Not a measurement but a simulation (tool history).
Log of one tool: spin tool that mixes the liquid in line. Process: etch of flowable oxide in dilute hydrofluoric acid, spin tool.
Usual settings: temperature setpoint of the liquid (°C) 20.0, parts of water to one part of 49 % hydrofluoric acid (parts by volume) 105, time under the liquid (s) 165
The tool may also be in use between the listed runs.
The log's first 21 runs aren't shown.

| run | hour | temperature setpoint of the liquid (°C) | parts of water to one part of 49 % hydrofluoric acid (parts by volume) | time under the liquid (s) | wafers since the last listed run | hours since the thermometer was replaced | hours since the hydrofluoric acid flow meter was replaced | hours since the gauge calibration | read-back film thickness of the flowable oxide reference wafer, read on the same gauge (nm) | thickness taken off the flowable oxide on a monitor wafer (angstrom) |
|---|---|---|---|---|---|---|---|---|---|---|
| 22 | 1408.6 | 20.0 | 95 | 165 | 369 | 993.9 | 123.2 | 1100.9 | 60.01 | 527.2 |
| 23 | 1477.7 | 20.0 | 105 | 165 | 385 | 1063.0 | 192.3 | 1170.0 | 59.99 | 467.1 |
| 24 | 1539.2 | 20.0 | 105 | 240 | 343 | 1124.5 | 253.8 | 1231.5 | 60.01 | 671.4 |
| 25 | 1564.6 | 17.0 | 105 | 165 | 141 | 1149.9 | 279.2 | 1256.9 | 59.96 | 409.9 |
| 26 | 1621.6 | 20.0 | 135 | 165 | 318 | 1206.9 | 336.2 | 1313.9 | 60.01 | 351.1 |
| 27 | 1693.3 | 20.0 | 105 | 165 | 400 | 1278.6 | 407.9 | 1385.6 | 60.02 | 462.7 |
| 28 | 1746.9 | 20.0 | 105 | 165 | 299 | 1332.2 | 461.5 | 1439.2 | 59.96 | 466.4 |
| 29 | 1778.9 | 22.5 | 55 | 120 | 178 | 1364.2 | 493.5 | 1471.2 | 59.98 | 754.0 |
| 30 | 1830.8 | 20.0 | 105 | 165 | 289 | 1416.1 | 545.4 | 1523.1 | 60.05 | 460.8 |
| 31 | 1865.6 | 24.0 | 135 | 210 | 194 | 1450.9 | 580.2 | 1557.9 | 60.03 | 514.7 |
| 32 | 1895.6 | 20.0 | 105 | 165 | 167 | 1480.9 | 610.2 | 1587.9 | 60.00 | 459.8 |
| 33 | 1920.7 | 20.0 | 105 | 165 | 140 | 1506.0 | 635.3 | 1613.0 | 59.99 | 461.6 |

Forecast each of these 5 alternatives for the next run:
| A | 1921.2 | 20.0 | 105 | 165 | 2 | 1506.5 | 635.8 | 1613.5 | ? | ? |
| B | 1921.2 | 20.0 | 105 | 85 | 2 | 1506.5 | 635.8 | 1613.5 | ? | ? |
| C | 1921.2 | 20.0 | 145 | 165 | 2 | 1506.5 | 635.8 | 1613.5 | ? | ? |
| D | 1921.2 | 22.0 | 150 | 220 | 2 | 1506.5 | 635.8 | 1613.5 | ? | ? |
| E | 1921.2 | 24.5 | 105 | 100 | 2 | 1506.5 | 635.8 | 1613.5 | ? | ? |

| run | read-back film thickness of the flowable oxide reference wafer, read on the same gauge (nm) | thickness taken off the flowable oxide on a monitor wafer (angstrom) |
|---|---|---|
| A | 59.99 | 459.8 |
| B | 59.99 | 236.9 |
| C | 59.99 | 318.6 |
| D | 59.99 | 441.8 |
| E | 59.99 | 333.6 |
Without the tool's hidden state the same runs would have given:
| run | thickness taken off the flowable oxide on a monitor wafer (angstrom) |
|---|---|
| A | 475.6 |
| B | 245.0 |
| C | 329.9 |
| D | 457.7 |
| E | 345.3 |
